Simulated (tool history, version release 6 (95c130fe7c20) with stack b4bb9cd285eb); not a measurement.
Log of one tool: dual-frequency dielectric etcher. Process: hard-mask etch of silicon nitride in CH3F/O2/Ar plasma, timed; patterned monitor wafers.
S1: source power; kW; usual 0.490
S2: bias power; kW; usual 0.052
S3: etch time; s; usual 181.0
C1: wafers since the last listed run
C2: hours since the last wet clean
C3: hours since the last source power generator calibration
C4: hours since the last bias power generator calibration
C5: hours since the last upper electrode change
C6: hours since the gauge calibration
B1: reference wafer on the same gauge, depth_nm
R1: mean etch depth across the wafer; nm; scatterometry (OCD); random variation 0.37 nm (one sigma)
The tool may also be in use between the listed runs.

{"run": 1, "hour": 0.0, "S1": 0.49, "S2": 0.052, "S3": 181.0, "C1": 0, "C2": 310.0, "C3": 3916.6, "C4": 1576.4, "C5": 3613.6, "C6": 18.1, "B1": 140.0, "R1": 145.3}
{"run": 2, "hour": 50.4, "S1": 0.49, "S2": 0.052, "S3": 181.0, "C1": 527, "C2": 360.4, "C3": 3967.0, "C4": 1626.8, "C5": 3664.0, "C6": 68.5, "B1": 139.9, "R1": 146.2}
{"run": 3, "hour": 113.7, "S1": 0.49, "S2": 0.052, "S3": 146.5, "C1": 662, "C2": 423.7, "C3": 4030.3, "C4": 1690.1, "C5": 3727.3, "C6": 131.8, "B1": 139.9, "R1": 118.4}
{"hour": 147.6, "done": "wet clean of the chamber"}
{"run": 4, "hour": 180.7, "S1": 0.49, "S2": 0.052, "S3": 146.5, "C1": 450, "C2": 33.1, "C3": 4097.3, "C4": 1757.1, "C5": 3794.3, "C6": 198.8, "B1": 140.0, "R1": 114.1}
{"run": 5, "hour": 252.3, "S1": 0.49, "S2": 0.052, "S3": 146.5, "C1": 749, "C2": 104.7, "C3": 4168.9, "C4": 1828.7, "C5": 3865.9, "C6": 270.4, "B1": 140.0, "R1": 114.5}
{"run": 6, "hour": 304.2, "S1": 0.49, "S2": 0.061, "S3": 181.0, "C1": 543, "C2": 156.6, "C3": 4220.8, "C4": 1880.6, "C5": 3917.8, "C6": 322.3, "B1": 139.9, "R1": 152.9}
{"run": 7, "hour": 355.4, "S1": 0.49, "S2": 0.061, "S3": 181.0, "C1": 536, "C2": 207.8, "C3": 4272.0, "C4": 1931.8, "C5": 3969.0, "C6": 373.5, "B1": 140.1, "R1": 153.0}
{"run": 8, "hour": 391.3, "S1": 0.49, "S2": 0.052, "S3": 181.0, "C1": 375, "C2": 243.7, "C3": 4307.9, "C4": 1967.7, "C5": 4004.9, "C6": 409.4, "B1": 140.0, "R1": 143.0}
{"run": 9, "hour": 452.6, "S1": 0.49, "S2": 0.052, "S3": 181.0, "C1": 641, "C2": 305.0, "C3": 4369.2, "C4": 2029.0, "C5": 4066.2, "C6": 470.7, "B1": 140.0, "R1": 143.1}
{"hour": 507.2, "done": "source power generator calibrated"}
{"hour": 516.3, "done": "upper electrode replaced"}
{"hour": 524.5, "done": "wet clean of the chamber"}
{"run": 10, "hour": 525.0, "S1": 0.49, "S2": 0.052, "S3": 181.0, "C1": 535, "C2": 0.5, "C3": 17.8, "C4": 2101.4, "C5": 8.7, "C6": 543.1, "B1": 140.0, "R1": 140.8}
{"run": 11, "hour": 530.8, "S1": 0.49, "S2": 0.052, "S3": 181.0, "C1": 60, "C2": 6.3, "C3": 23.6, "C4": 2107.2, "C5": 14.5, "C6": 548.9, "B1": 140.1, "R1": 140.7}
{"run": 12, "hour": 560.4, "S1": 0.44, "S2": 0.045, "S3": 230.5, "C1": 309, "C2": 35.9, "C3": 53.2, "C4": 2136.8, "C5": 44.1, "C6": 578.5, "B1": 140.0, "R1": 161.4}
{"run": 13, "hour": 629.0, "S1": 0.49, "S2": 0.052, "S3": 181.0, "C1": 718, "C2": 104.5, "C3": 121.8, "C4": 2205.4, "C5": 112.7, "C6": 647.1, "B1": 140.0, "R1": 141.5}
{"run": 14, "hour": 699.6, "S1": 0.49, "S2": 0.042, "S3": 181.0, "C1": 739, "C2": 175.1, "C3": 192.4, "C4": 2276.0, "C5": 183.3, "C6": 717.7, "B1": 140.0, "R1": 128.6}
{"run": 15, "hour": 755.4, "S1": 0.44, "S2": 0.045, "S3": 230.5, "C1": 584, "C2": 230.9, "C3": 248.2, "C4": 2331.8, "C5": 239.1, "C6": 773.5, "B1": 140.0, "R1": 163.4}
{"hour": 772.5, "done": "gauge calibrated"}
{"run": 16, "hour": 803.5, "S1": 0.49, "S2": 0.052, "S3": 181.0, "C1": 503, "C2": 279.0, "C3": 296.3, "C4": 2379.9, "C5": 287.2, "C6": 31.0, "B1": 140.0, "R1": 143.2}
{"hour": 812.2, "done": "bias power generator calibrated"}
{"hour": 886.7, "done": "wet clean of the chamber"}
{"run": 17, "hour": 887.2, "S1": 0.45, "S2": 0.063, "S3": 140.0, "C1": 583, "C2": 0.5, "C3": 380.0, "C4": 75.0, "C5": 370.9, "C6": 114.7, "B1": 140.0, "R1": 118.4}
{"run": 18, "hour": 892.1, "S1": 0.49, "S2": 0.052, "S3": 181.0, "C1": 51, "C2": 5.4, "C3": 384.9, "C4": 79.9, "C5": 375.8, "C6": 119.6, "B1": 140.0, "R1": 143.5}
{"run": 19, "hour": 940.2, "S1": 0.45, "S2": 0.046, "S3": 181.0, "C1": 503, "C2": 53.5, "C3": 433.0, "C4": 128.0, "C5": 423.9, "C6": 167.7, "B1": 140.0, "R1": 131.5}
{"run": 20, "hour": 978.4, "S1": 0.44, "S2": 0.052, "S3": 181.0, "C1": 400, "C2": 91.7, "C3": 471.2, "C4": 166.2, "C5": 462.1, "C6": 205.9, "B1": 139.9, "R1": 139.1}

Run 21 comes next. What will it give?
{"run": 21, "hour": 1026.7, "S1": 0.4, "S2": 0.061, "S3": 212.0, "C1": 505, "C2": 140.0, "C3": 519.5, "C4": 214.5, "C5": 510.4, "C6": 254.2, "B1": "?", "R1": "?"}

B1: 140.1
R1: 171.5 nm
Without the tool's hidden state the same run would have given R1 170.5 nm.
